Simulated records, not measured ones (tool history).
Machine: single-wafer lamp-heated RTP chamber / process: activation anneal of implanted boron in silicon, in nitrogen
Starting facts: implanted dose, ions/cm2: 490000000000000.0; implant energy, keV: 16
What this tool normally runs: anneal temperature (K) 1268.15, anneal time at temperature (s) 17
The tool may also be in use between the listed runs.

run,hour,anneal temperature (K),anneal time at temperature (s),wafers since the last listed run,wafers since the last pyrometer calibration,wafers since the reflector plate was cleaned,hours since the gauge calibration,"read-back reference wafer on the same gauge, sheet resistance",sheet resistance of the implanted and annealed layer (ohm/square)
1,0.0,1292.15,17,0,7051,5755,529.8,237.58,205.46
# hour 29.5: pyrometer window cleaned and pyrometer calibrated
2,68.4,1268.15,17,1149,739,6904,598.2,237.62,211.47
3,97.0,1268.15,17,544,1283,7448,626.8,237.58,212.20
# hour 133.9: reflector plate cleaned
4,152.8,1282.15,17,909,2193,360,682.6,238.70,209.61
5,208.1,1282.15,17,1052,3245,1412,737.9,238.49,208.81
6,255.4,1268.15,19,900,4145,2312,785.2,238.49,211.80
7,289.9,1268.15,19,656,4801,2968,819.7,238.86,211.82
8,355.8,1268.15,21,1253,6055,4222,885.6,238.96,213.47
9,424.5,1268.15,21,1307,7363,5530,954.3,239.34,210.57
10,457.3,1268.15,21,624,7987,6154,987.1,239.31,211.66
11,484.3,1268.15,17,513,8501,6668,1014.1,239.89,212.67
# hour 500.8: pyrometer window cleaned and pyrometer calibrated
12,551.3,1268.15,17,1122,960,7790,1081.1,239.45,213.53
# hour 594.9: reflector plate cleaned
13,595.4,1276.15,17,686,1647,9,1125.2,239.95,211.23
14,630.4,1268.15,17,665,2313,675,1160.2,239.50,214.53
15,688.9,1268.15,17,1113,3427,1788,1218.7,239.43,213.75
16,743.2,1268.15,17,1033,4460,2821,1273.0,239.77,213.83
17,802.3,1268.15,25,1124,5584,3946,1332.1,239.57,213.76
18,829.6,1291.15,17,519,6104,4465,1359.4,239.46,209.71
19,899.3,1253.15,26,1326,7430,5792,1429.1,240.13,219.88
# hour 924.7: pyrometer window cleaned and pyrometer calibrated
20,962.4,1276.15,9,1048,718,6840,1492.2,239.92,211.62
# hour 962.7: gauge calibrated
# hour 1000.3: reflector plate cleaned
21,1008.8,1268.15,8,730,1448,161,46.1,231.70,208.95
22,1061.2,1268.15,17,997,2445,1158,98.5,233.05,206.43
23,1275.2,1283.15,23,4072,6517,5230,312.5,235.55,206.12
24,1340.9,1291.15,21,1250,7768,6480,378.2,236.76,204.53

Run 25 has not been measured yet. What should we expect?
# hour 1385.3: pyrometer window cleaned and pyrometer calibrated
# hour 1430.5: reflector plate cleaned
25,1439.5,1297.15,7,1571,879,170,476.8,?,?

{"run 25": {"read-back reference wafer on the same gauge, sheet resistance": 237.62, "sheet resistance of the implanted and annealed layer (ohm/square)": 208.05}}
With the hidden condition absent and the run-to-run variation left alone, this run would have shown sheet resistance of the implanted and annealed layer (ohm/square) 202.49.
